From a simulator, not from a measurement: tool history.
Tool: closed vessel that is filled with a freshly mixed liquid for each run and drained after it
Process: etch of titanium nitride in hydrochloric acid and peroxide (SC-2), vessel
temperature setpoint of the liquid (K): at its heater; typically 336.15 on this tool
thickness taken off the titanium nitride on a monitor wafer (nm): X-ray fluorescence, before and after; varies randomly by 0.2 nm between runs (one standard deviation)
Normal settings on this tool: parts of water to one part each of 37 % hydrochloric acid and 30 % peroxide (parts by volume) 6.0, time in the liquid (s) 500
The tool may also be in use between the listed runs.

run,hour,temperature setpoint of the liquid (K),parts of water to one part each of 37 % hydrochloric acid and 30 % peroxide (parts by volume),time in the liquid (s),"read-back film thickness of the titanium nitride reference wafer, read on the same gauge (nm)",thickness taken off the titanium nitride on a monitor wafer (nm)
1,0.0,336.15,6.0,500,69.97,30.49
2,9.8,336.15,6.0,500,70.01,30.40
3,20.5,336.15,6.0,500,69.99,30.53
4,26.7,336.15,6.0,500,70.01,30.36
5,42.3,329.65,4.5,500,69.97,24.66
6,50.2,329.65,4.5,500,70.01,24.88
7,69.1,329.65,4.5,500,70.00,24.49
# hour 72.2: gauge calibrated
8,75.4,336.15,6.0,500,70.00,30.25
# hour 85.0: chemicals flow meter replaced
9,92.2,336.15,6.0,500,69.99,30.05
10,108.9,341.65,4.5,215,70.01,22.33
11,135.6,336.15,6.0,500,69.99,30.12
12,144.9,344.15,4.5,300,70.02,36.09
# hour 148.9: thermometer replaced
13,159.7,331.65,4.0,500,70.02,35.64
# hour 170.3: new drum of peroxide connected
14,175.8,336.15,6.0,675,69.99,47.57
15,186.1,336.15,6.0,500,70.00,35.36
16,197.8,329.65,4.5,500,70.00,28.81
17,213.5,336.15,4.0,500,70.00,47.15

Run 18 comes next. What will it give?
18,231.4,336.15,9.0,500,?,?

{"run 18": {"read-back film thickness of the titanium nitride reference wafer, read on the same gauge (nm)": 69.99, "thickness taken off the titanium nitride on a monitor wafer (nm)": 25.85}}
Had the tool carried no hidden state, the very same run would have given thickness taken off the titanium nitride on a monitor wafer (nm) 26.09.
